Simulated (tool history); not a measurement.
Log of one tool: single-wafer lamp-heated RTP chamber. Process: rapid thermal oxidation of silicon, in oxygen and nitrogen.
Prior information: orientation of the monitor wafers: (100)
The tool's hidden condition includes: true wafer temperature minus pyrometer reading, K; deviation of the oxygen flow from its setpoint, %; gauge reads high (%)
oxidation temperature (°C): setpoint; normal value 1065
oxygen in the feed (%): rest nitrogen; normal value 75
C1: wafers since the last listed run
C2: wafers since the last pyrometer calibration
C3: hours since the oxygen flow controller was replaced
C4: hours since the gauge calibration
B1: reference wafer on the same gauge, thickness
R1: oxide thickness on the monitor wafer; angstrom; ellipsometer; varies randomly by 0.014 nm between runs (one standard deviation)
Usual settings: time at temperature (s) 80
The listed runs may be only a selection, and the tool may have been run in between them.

run 1 hour=0.0 | oxidation_temperature_(°C)=1065 time_at_temperature_(s)=80 oxygen_in_the_feed_(%)=75 | C1=0 C2=1309 C3=2492.5 C4=610.0 | B1=10.838 | R1=91.37
run 2 hour=18.0 | oxidation_temperature_(°C)=1065 time_at_temperature_(s)=80 oxygen_in_the_feed_(%)=75 | C1=170 C2=1479 C3=2510.5 C4=628.0 | B1=10.841 | R1=91.67
run 3 hour=50.8 | oxidation_temperature_(°C)=1065 time_at_temperature_(s)=80 oxygen_in_the_feed_(%)=75 | C1=310 C2=1790 C3=2543.3 C4=660.8 | B1=10.838 | R1=91.55
run 4 hour=72.6 | oxidation_temperature_(°C)=1057 time_at_temperature_(s)=80 oxygen_in_the_feed_(%)=75 | C1=206 C2=1996 C3=2565.1 C4=682.6 | B1=10.834 | R1=87.10
run 5 hour=87.7 | oxidation_temperature_(°C)=1057 time_at_temperature_(s)=80 oxygen_in_the_feed_(%)=75 | C1=142 C2=2139 C3=2580.2 C4=697.7 | B1=10.831 | R1=87.04
run 6 hour=111.0 | oxidation_temperature_(°C)=1057 time_at_temperature_(s)=80 oxygen_in_the_feed_(%)=75 | C1=220 C2=2360 C3=2603.5 C4=721.0 | B1=10.844 | R1=87.12
run 7 hour=140.2 | oxidation_temperature_(°C)=1073 time_at_temperature_(s)=80 oxygen_in_the_feed_(%)=75 | C1=276 C2=2636 C3=2632.7 C4=750.2 | B1=10.835 | R1=97.17
run 8 hour=206.1 | oxidation_temperature_(°C)=1073 time_at_temperature_(s)=80 oxygen_in_the_feed_(%)=75 | C1=623 C2=3260 C3=2698.6 C4=816.1 | B1=10.837 | R1=97.29
run 9 hour=236.9 | oxidation_temperature_(°C)=1065 time_at_temperature_(s)=93 oxygen_in_the_feed_(%)=75 | C1=291 C2=3552 C3=2729.4 C4=846.9 | B1=10.842 | R1=99.09
run 10 hour=265.7 | oxidation_temperature_(°C)=1065 time_at_temperature_(s)=93 oxygen_in_the_feed_(%)=75 | C1=272 C2=3825 C3=2758.2 C4=875.7 | B1=10.839 | R1=98.94
run 11 hour=285.1 | oxidation_temperature_(°C)=1065 time_at_temperature_(s)=93 oxygen_in_the_feed_(%)=75 | C1=183 C2=4008 C3=2777.6 C4=895.1 | B1=10.840 | R1=99.06
-- hour=297.4 pyrometer window cleaned and pyrometer calibrated
run 12 hour=317.5 | oxidation_temperature_(°C)=1065 time_at_temperature_(s)=71 oxygen_in_the_feed_(%)=75 | C1=231 C2=190 C3=2810.0 C4=927.5 | B1=10.839 | R1=86.56
run 13 hour=344.6 | oxidation_temperature_(°C)=1065 time_at_temperature_(s)=71 oxygen_in_the_feed_(%)=75 | C1=256 C2=447 C3=2837.1 C4=954.6 | B1=10.840 | R1=86.66
run 14 hour=375.0 | oxidation_temperature_(°C)=1065 time_at_temperature_(s)=71 oxygen_in_the_feed_(%)=75 | C1=287 C2=734 C3=2867.5 C4=985.0 | B1=10.842 | R1=86.67
run 15 hour=389.0 | oxidation_temperature_(°C)=1052 time_at_temperature_(s)=80 oxygen_in_the_feed_(%)=75 | C1=132 C2=867 C3=2881.5 C4=999.0 | B1=10.841 | R1=83.88
-- hour=410.2 oxygen flow controller replaced
run 16 hour=415.2 | oxidation_temperature_(°C)=1052 time_at_temperature_(s)=50 oxygen_in_the_feed_(%)=86 | C1=172 C2=1039 C3=5.0 C4=1025.2 | B1=10.846 | R1=71.38
run 17 hour=436.2 | oxidation_temperature_(°C)=1053 time_at_temperature_(s)=115 oxygen_in_the_feed_(%)=94 | C1=198 C2=1238 C3=26.0 C4=1046.2 | B1=10.840 | R1=108.30
run 18 hour=450.0 | oxidation_temperature_(°C)=1065 time_at_temperature_(s)=47 oxygen_in_the_feed_(%)=62 | C1=130 C2=1369 C3=39.8 C4=1060.0 | B1=10.844 | R1=67.56
run 19 hour=478.1 | oxidation_temperature_(°C)=1065 time_at_temperature_(s)=80 oxygen_in_the_feed_(%)=75 | C1=266 C2=1635 C3=67.9 C4=1088.1 | B1=10.835 | R1=91.66
run 20 hour=495.2 | oxidation_temperature_(°C)=1051 time_at_temperature_(s)=91 oxygen_in_the_feed_(%)=98 | C1=161 C2=1797 C3=85.0 C4=1105.2 | B1=10.836 | R1=97.56
run 21 hour=529.7 | oxidation_temperature_(°C)=1076 time_at_temperature_(s)=80 oxygen_in_the_feed_(%)=45 | C1=326 C2=2123 C3=119.5 C4=1139.7 | B1=10.840 | R1=82.27
-- hour=535.7 gauge calibrated
run 22 hour=552.3 | oxidation_temperature_(°C)=1065 time_at_temperature_(s)=80 oxygen_in_the_feed_(%)=75 | C1=213 C2=2337 C3=142.1 C4=16.6 | B1=10.839 | R1=92.12
run 23 hour=571.4 | oxidation_temperature_(°C)=1089 time_at_temperature_(s)=80 oxygen_in_the_feed_(%)=75 | C1=180 C2=2518 C3=161.2 C4=35.7 | B1=10.839 | R1=107.70
run 24 hour=604.8 | oxidation_temperature_(°C)=1056 time_at_temperature_(s)=59 oxygen_in_the_feed_(%)=85 | C1=316 C2=2835 C3=194.6 C4=69.1 | B1=10.840 | R1=79.10
run 25 hour=695.3 | oxidation_temperature_(°C)=1074 time_at_temperature_(s)=80 oxygen_in_the_feed_(%)=64 | C1=856 C2=3691 C3=285.1 C4=159.6 | B1=10.844 | R1=92.59
run 26 hour=722.4 | oxidation_temperature_(°C)=1089 time_at_temperature_(s)=41 oxygen_in_the_feed_(%)=98 | C1=256 C2=3948 C3=312.2 C4=186.7 | B1=10.838 | R1=88.44
run 27 hour=738.6 | oxidation_temperature_(°C)=1089 time_at_temperature_(s)=95 oxygen_in_the_feed_(%)=52 | C1=153 C2=4101 C3=328.4 C4=202.9 | B1=10.845 | R1=103.01
run 28 hour=750.9 | oxidation_temperature_(°C)=1065 time_at_temperature_(s)=101 oxygen_in_the_feed_(%)=75 | C1=116 C2=4218 C3=340.7 C4=215.2 | B1=10.836 | R1=103.27
run 29 hour=782.3 | oxidation_temperature_(°C)=1065 time_at_temperature_(s)=54 oxygen_in_the_feed_(%)=84 | C1=297 C2=4515 C3=372.1 C4=246.6 | B1=10.840 | R1=81.22
run 30 hour=814.9 | oxidation_temperature_(°C)=1065 time_at_temperature_(s)=80 oxygen_in_the_feed_(%)=75 | C1=308 C2=4824 C3=404.7 C4=279.2 | B1=10.839 | R1=92.97
-- hour=831.8 pyrometer window cleaned and pyrometer calibrated
run 31 hour=832.3 | oxidation_temperature_(°C)=1041 time_at_temperature_(s)=65 oxygen_in_the_feed_(%)=98 | C1=89 C2=4 C3=422.1 C4=296.6 | B1=10.840 | R1=77.24
run 32 hour=866.9 | oxidation_temperature_(°C)=1057 time_at_temperature_(s)=68 oxygen_in_the_feed_(%)=45 | C1=327 C2=332 C3=456.7 C4=331.2 | B1=10.838 | R1=66.77
run 33 hour=898.2 | oxidation_temperature_(°C)=1065 time_at_temperature_(s)=69 oxygen_in_the_feed_(%)=59 | C1=296 C2=628 C3=488.0 C4=362.5 | B1=10.840 | R1=78.27
run 34 hour=911.7 | oxidation_temperature_(°C)=1065 time_at_temperature_(s)=80 oxygen_in_the_feed_(%)=75 | C1=127 C2=756 C3=501.5 C4=376.0 | B1=10.843 | R1=91.30
run 35 hour=928.7 | oxidation_temperature_(°C)=1050 time_at_temperature_(s)=91 oxygen_in_the_feed_(%)=92 | C1=160 C2=917 C3=518.5 C4=393.0 | B1=10.841 | R1=93.94
run 36 hour=979.4 | oxidation_temperature_(°C)=1065 time_at_temperature_(s)=80 oxygen_in_the_feed_(%)=89 | C1=480 C2=1397 C3=569.2 C4=443.7 | B1=10.840 | R1=96.92
run 37 hour=1015.1 | oxidation_temperature_(°C)=1065 time_at_temperature_(s)=71 oxygen_in_the_feed_(%)=75 | C1=338 C2=1735 C3=604.9 C4=479.4 | B1=10.839 | R1=86.64

5 ways to go on from here, each from the tool as it stands after run 37. What would each give?
run A hour=1015.5 | oxidation_temperature_(°C)=1065 time_at_temperature_(s)=57 oxygen_in_the_feed_(%)=75 | C1=3 C2=1739 C3=605.3 C4=479.8 | B1=? | R1=?
run B hour=1015.5 | oxidation_temperature_(°C)=1081 time_at_temperature_(s)=98 oxygen_in_the_feed_(%)=58 | C1=3 C2=1739 C3=605.3 C4=479.8 | B1=? | R1=?
run C hour=1015.5 | oxidation_temperature_(°C)=1065 time_at_temperature_(s)=80 oxygen_in_the_feed_(%)=46 | C1=3 C2=1739 C3=605.3 C4=479.8 | B1=? | R1=?
run D hour=1015.5 | oxidation_temperature_(°C)=1044 time_at_temperature_(s)=80 oxygen_in_the_feed_(%)=66 | C1=3 C2=1739 C3=605.3 C4=479.8 | B1=? | R1=?
run E hour=1015.5 | oxidation_temperature_(°C)=1077 time_at_temperature_(s)=80 oxygen_in_the_feed_(%)=90 | C1=3 C2=1739 C3=605.3 C4=479.8 | B1=? | R1=?

run=A B1=10.842 R1=78.86
run=B B1=10.842 R1=101.99
run=C B1=10.842 R1=77.07
run=D B1=10.842 R1=76.03
run=E B1=10.842 R1=106.18
Stripped of hidden state, with their random variation kept, the same runs would have yielded:
run=A R1=78.29
run=B R1=101.27
run=C R1=76.51
run=D R1=75.45
run=E R1=105.42
